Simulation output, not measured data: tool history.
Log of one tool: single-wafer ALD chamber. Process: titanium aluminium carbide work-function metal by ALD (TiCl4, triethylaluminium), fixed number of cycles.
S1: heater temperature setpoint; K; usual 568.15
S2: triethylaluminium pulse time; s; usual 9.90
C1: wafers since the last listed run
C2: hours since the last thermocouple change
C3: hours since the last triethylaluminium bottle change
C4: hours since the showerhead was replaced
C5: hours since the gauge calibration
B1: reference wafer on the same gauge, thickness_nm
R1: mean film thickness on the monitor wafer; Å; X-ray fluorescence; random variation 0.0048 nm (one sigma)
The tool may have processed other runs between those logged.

| run | hour | S1 | S2 | C1 | C2 | C3 | C4 | C5 | B1 | R1 |
|---|---|---|---|---|---|---|---|---|---|---|
| 1 | 0.0 | 568.15 | 9.90 | 0 | 2544.7 | 312.0 | 3486.9 | 297.6 | 1.950 | 19.20 |
| 2 | 12.2 | 576.15 | 8.71 | 187 | 2556.9 | 324.2 | 3499.1 | 309.8 | 1.950 | 19.12 |
| 3 | 30.2 | 576.15 | 8.71 | 275 | 2574.9 | 342.2 | 3517.1 | 327.8 | 1.950 | 19.17 |
| 4 | 50.2 | 576.15 | 8.71 | 306 | 2594.9 | 362.2 | 3537.1 | 347.8 | 1.951 | 19.07 |
| 5 | 73.0 | 576.15 | 7.58 | 349 | 2617.7 | 385.0 | 3559.9 | 370.6 | 1.950 | 17.76 |
| 6 | 101.0 | 576.15 | 7.58 | 429 | 2645.7 | 413.0 | 3587.9 | 398.6 | 1.950 | 17.77 |
| 7 | 127.2 | 576.15 | 7.58 | 401 | 2671.9 | 439.2 | 3614.1 | 424.8 | 1.950 | 17.73 |
| 8 | 153.1 | 568.15 | 9.90 | 397 | 2697.8 | 465.1 | 3640.0 | 450.7 | 1.951 | 19.10 |
| 9 | 172.3 | 568.15 | 9.90 | 294 | 2717.0 | 484.3 | 3659.2 | 469.9 | 1.950 | 19.06 |
| 10 | 196.4 | 558.15 | 9.90 | 369 | 2741.1 | 508.4 | 3683.3 | 494.0 | 1.950 | 18.17 |
|  | 206.7 | showerhead replaced |
| 11 | 225.7 | 558.15 | 9.90 | 326 | 2770.4 | 537.7 | 19.0 | 523.3 | 1.950 | 18.09 |
| 12 | 241.9 | 558.15 | 9.90 | 248 | 2786.6 | 553.9 | 35.2 | 539.5 | 1.950 | 18.13 |
|  | 254.6 | gauge calibrated |
| 13 | 273.2 | 568.15 | 8.35 | 479 | 2817.9 | 585.2 | 66.5 | 18.6 | 1.949 | 17.83 |
| 14 | 296.8 | 568.15 | 8.35 | 361 | 2841.5 | 608.8 | 90.1 | 42.2 | 1.949 | 17.79 |
| 15 | 311.6 | 572.15 | 11.39 | 226 | 2856.3 | 623.6 | 104.9 | 57.0 | 1.951 | 19.89 |
| 16 | 330.9 | 572.15 | 11.39 | 295 | 2875.6 | 642.9 | 124.2 | 76.3 | 1.950 | 19.83 |
| 17 | 356.6 | 582.15 | 11.30 | 393 | 2901.3 | 668.6 | 149.9 | 102.0 | 1.950 | 20.67 |
| 18 | 388.5 | 554.15 | 11.20 | 489 | 2933.2 | 700.5 | 181.8 | 133.9 | 1.950 | 18.09 |
| 19 | 402.2 | 574.15 | 6.64 | 210 | 2946.9 | 714.2 | 195.5 | 147.6 | 1.950 | 14.84 |
| 20 | 425.8 | 574.15 | 11.78 | 361 | 2970.5 | 737.8 | 219.1 | 171.2 | 1.950 | 20.05 |
| 21 | 438.9 | 577.15 | 8.46 | 200 | 2983.6 | 750.9 | 232.2 | 184.3 | 1.951 | 18.48 |
| 22 | 473.3 | 582.15 | 12.18 | 527 | 3018.0 | 785.3 | 266.6 | 218.7 | 1.951 | 20.86 |
|  | 500.3 | thermocouple changed; heater temperature recalibrated |
| 23 | 500.8 | 557.15 | 7.67 | 298 | 0.5 | 812.8 | 294.1 | 246.2 | 1.950 | 15.54 |
|  | 528.1 | triethylaluminium bottle replaced |
| 24 | 528.6 | 568.15 | 9.90 | 303 | 28.3 | 0.5 | 321.9 | 274.0 | 1.950 | 19.23 |
| 25 | 536.5 | 568.15 | 9.90 | 121 | 36.2 | 8.4 | 329.8 | 281.9 | 1.951 | 19.28 |
| 26 | 552.4 | 556.15 | 8.65 | 243 | 52.1 | 24.3 | 345.7 | 297.8 | 1.951 | 17.50 |
| 27 | 567.7 | 554.15 | 6.58 | 234 | 67.4 | 39.6 | 361.0 | 313.1 | 1.951 | 14.27 |
| 28 | 600.7 | 568.15 | 9.90 | 505 | 100.4 | 72.6 | 394.0 | 346.1 | 1.950 | 19.26 |
| 29 | 620.6 | 568.15 | 9.90 | 305 | 120.3 | 92.5 | 413.9 | 366.0 | 1.949 | 19.24 |
| 30 | 655.6 | 560.15 | 11.11 | 536 | 155.3 | 127.5 | 448.9 | 401.0 | 1.951 | 18.78 |
| 31 | 669.4 | 562.15 | 7.13 | 211 | 169.1 | 141.3 | 462.7 | 414.8 | 1.950 | 16.06 |
| 32 | 695.0 | 581.15 | 11.53 | 392 | 194.7 | 166.9 | 488.3 | 440.4 | 1.951 | 20.82 |
| 33 | 712.7 | 573.15 | 10.97 | 271 | 212.4 | 184.6 | 506.0 | 458.1 | 1.951 | 20.08 |
| 34 | 739.2 | 568.15 | 9.90 | 406 | 238.9 | 211.1 | 532.5 | 484.6 | 1.949 | 19.21 |

Alternative continuations, all from the tool just after run 34; predict every row:
| A | 739.6 | 568.15 | 9.90 | 6 | 239.3 | 211.5 | 532.9 | 485.0 | ? | ? |
| B | 739.6 | 576.15 | 12.77 | 6 | 239.3 | 211.5 | 532.9 | 485.0 | ? | ? |
| C | 739.6 | 559.15 | 12.81 | 6 | 239.3 | 211.5 | 532.9 | 485.0 | ? | ? |

| run | B1 | R1 |
|---|---|---|
| A | 1.950 | 19.33 |
| B | 1.950 | 20.66 |
| C | 1.950 | 19.04 |
Without the tool's unlogged condition, the same runs would have read:
| run | R1 |
|---|---|
| A | 19.36 |
| B | 20.66 |
| C | 19.05 |
